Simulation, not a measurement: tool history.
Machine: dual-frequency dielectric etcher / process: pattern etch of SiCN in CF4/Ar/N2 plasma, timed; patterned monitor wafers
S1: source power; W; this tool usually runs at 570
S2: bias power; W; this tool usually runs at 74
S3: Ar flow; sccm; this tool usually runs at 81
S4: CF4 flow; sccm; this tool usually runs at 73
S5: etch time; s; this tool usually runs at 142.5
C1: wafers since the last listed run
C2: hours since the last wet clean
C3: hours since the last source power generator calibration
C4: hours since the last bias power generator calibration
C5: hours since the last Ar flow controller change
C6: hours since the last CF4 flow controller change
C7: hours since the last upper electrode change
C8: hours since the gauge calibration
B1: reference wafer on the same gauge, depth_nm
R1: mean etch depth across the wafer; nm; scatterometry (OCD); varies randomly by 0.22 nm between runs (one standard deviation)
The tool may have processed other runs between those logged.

run,hour,S1,S2,S3,S4,S5,C1,C2,C3,C4,C5,C6,C7,C8,B1,R1
1,0.0,570,74,81,73,142.5,0,6.3,2602.7,3447.1,3411.1,2493.8,1990.8,215.4,173.0,154.1
2,69.4,570,74,81,73,142.5,661,75.7,2672.1,3516.5,3480.5,2563.2,2060.2,284.8,173.0,153.7
3,98.9,570,74,81,73,142.5,281,105.2,2701.6,3546.0,3510.0,2592.7,2089.7,314.3,172.9,153.8
4,140.0,570,74,81,59,142.5,391,146.3,2742.7,3587.1,3551.1,2633.8,2130.8,355.4,172.9,148.7
5,187.7,570,74,81,73,142.5,454,194.0,2790.4,3634.8,3598.8,2681.5,2178.5,403.1,172.9,153.3
6,230.0,570,74,81,73,142.5,403,236.3,2832.7,3677.1,3641.1,2723.8,2220.8,445.4,172.9,153.4
# hour 266.1: Ar flow controller replaced
7,267.6,570,74,81,73,142.5,301,273.9,2870.3,3714.7,1.5,2761.4,2258.4,483.0,173.0,153.0
# hour 280.1: CF4 flow controller replaced
8,314.7,570,74,81,73,142.5,391,321.0,2917.4,3761.8,48.6,34.6,2305.5,530.1,173.0,152.4
# hour 335.0: bias power generator calibrated
# hour 349.4: gauge calibrated
9,376.0,570,82,64,79,171.0,545,382.3,2978.7,41.0,109.9,95.9,2366.8,26.6,173.0,196.7
10,443.4,510,74,81,73,159.5,642,449.7,3046.1,108.4,177.3,163.3,2434.2,94.0,173.0,157.7
# hour 465.5: source power generator calibrated
11,472.7,610,74,95,62,165.0,241,479.0,7.2,137.7,206.6,192.6,2463.5,123.3,172.9,170.9
# hour 538.4: wet clean of the chamber
12,538.9,710,74,81,61,142.5,402,0.5,73.4,203.9,272.8,258.8,2529.7,189.5,173.0,170.5
# hour 591.0: upper electrode replaced
13,591.5,570,74,99,73,130.5,272,53.1,126.0,256.5,325.4,311.4,0.5,242.1,172.9,133.1
14,652.4,430,74,81,73,130.5,580,114.0,186.9,317.4,386.3,372.3,61.4,303.0,173.0,113.4
15,695.9,610,74,95,62,165.0,414,157.5,230.4,360.9,429.8,415.8,104.9,346.5,173.0,172.4
16,756.9,630,84,81,73,142.5,581,218.5,291.4,421.9,490.8,476.8,165.9,407.5,172.8,164.7

A few steps of R1 between consecutive runs. Split each: what settings, incoming material and random variation would produce without the hidden state, and what is left over for the hidden state, along with gauge scatter present in only one of the two compared results (measured, and without hidden state):
Hidden state present: etch rate over this chamber's usual, %; source power that arrives over what is set, %; bias power that arrives over what is set, %; Ar flow that arrives over what is set, %; CF4 flow that arrives over what is set, %; gauge reads high (%).
Run 10 -> 11: S1 510 -> 610, S3 81 -> 95, S4 73 -> 62, S5 159.5 -> 165.0, source power generator calibrated. R1 +13.2 nm: hidden state -4.8, all else +18.0.
Run 14 -> 15: S1 430 -> 610, S3 81 -> 95, S4 73 -> 62, S5 130.5 -> 165.0. R1 +59.0 nm: hidden state +0.2, all else +58.8.
